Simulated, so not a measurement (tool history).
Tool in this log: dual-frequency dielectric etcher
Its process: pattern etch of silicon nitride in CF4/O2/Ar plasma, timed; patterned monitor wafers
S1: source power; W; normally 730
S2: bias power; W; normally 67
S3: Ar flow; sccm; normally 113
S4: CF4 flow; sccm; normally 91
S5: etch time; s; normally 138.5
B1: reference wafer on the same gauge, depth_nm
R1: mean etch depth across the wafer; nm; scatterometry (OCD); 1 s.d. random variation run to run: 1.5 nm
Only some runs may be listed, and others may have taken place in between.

run 1 hour=0 | S1=730 S2=67 S3=113 S4=91 S5=138.5 | B1=424.8 | R1=421.3
-- hour=42.6 wet clean of the chamber
run 2 hour=43.4 | S1=730 S2=67 S3=113 S4=91 S5=138.5 | B1=425.4 | R1=419.3
run 3 hour=343.7 | S1=800 S2=51 S3=98 S4=91 S5=138.5 | B1=424.3 | R1=371.4
run 4 hour=384.7 | S1=730 S2=67 S3=113 S4=71 S5=138.5 | B1=425.2 | R1=404.6
run 5 hour=426.5 | S1=730 S2=67 S3=102 S4=91 S5=138.5 | B1=425.4 | R1=423.8
run 6 hour=521.2 | S1=820 S2=67 S3=113 S4=91 S5=138.5 | B1=425.7 | R1=437.6
-- hour=565.3 gauge calibrated
run 7 hour=610.8 | S1=730 S2=67 S3=113 S4=91 S5=138.5 | B1=424.3 | R1=416.5
-- hour=697.5 wet clean of the chamber
run 8 hour=698 | S1=880 S2=67 S3=113 S4=103 S5=138.5 | B1=424.7 | R1=457.4
run 9 hour=763.9 | S1=730 S2=67 S3=129 S4=91 S5=138.5 | B1=425.2 | R1=413.3
run 10 hour=800.9 | S1=730 S2=67 S3=127 S4=91 S5=138.5 | B1=424.7 | R1=411.4
-- hour=874.9 Ar flow controller replaced
run 11 hour=894.3 | S1=730 S2=67 S3=113 S4=91 S5=138.5 | B1=425.3 | R1=416.3
run 12 hour=952.6 | S1=900 S2=62 S3=113 S4=114 S5=157.5 | B1=424.6 | R1=503.9
run 13 hour=1027.8 | S1=590 S2=77 S3=113 S4=107 S5=138.5 | B1=425.1 | R1=421.1
run 14 hour=1096.1 | S1=730 S2=67 S3=113 S4=91 S5=168 | B1=425.2 | R1=503
run 15 hour=1165.4 | S1=730 S2=67 S3=113 S4=91 S5=138.5 | B1=425.2 | R1=415.6
run 16 hour=1241.5 | S1=730 S2=67 S3=113 S4=97 S5=119.5 | B1=425.3 | R1=362.6
run 17 hour=1309.3 | S1=730 S2=67 S3=113 S4=91 S5=138.5 | B1=425.4 | R1=412.3
run 18 hour=1404.3 | S1=730 S2=75 S3=88 S4=91 S5=121.5 | B1=425 | R1=396.2
-- hour=1440.5 wet clean of the chamber
run 19 hour=1473.4 | S1=600 S2=67 S3=103 S4=91 S5=138.5 | B1=425.2 | R1=387.9
run 20 hour=1528.1 | S1=820 S2=60 S3=139 S4=85 S5=138.5 | B1=425 | R1=395.6
run 21 hour=1582.1 | S1=650 S2=55 S3=113 S4=100 S5=138.5 | B1=424.9 | R1=356.3
-- hour=1641.7 bias power generator calibrated
run 22 hour=1642.3 | S1=610 S2=59 S3=113 S4=91 S5=170 | B1=425 | R1=452.9

3 options for the next run, each taken on its own from the tool as it stands now. Forecast them:
run A hour=1642.8 | S1=730 S2=67 S3=87 S4=91 S5=138.5 | B1=? | R1=?
run B hour=1642.8 | S1=730 S2=77 S3=127 S4=91 S5=138.5 | B1=? | R1=?
run C hour=1642.8 | S1=730 S2=67 S3=131 S4=91 S5=138.5 | B1=? | R1=?

run=A B1=425.5 R1=438.1
run=B B1=425.5 R1=460
run=C B1=425.5 R1=422.5
Without the tool's hidden state the same runs would have given:
run=A R1=438.8
run=B R1=460.8
run=C R1=423.1
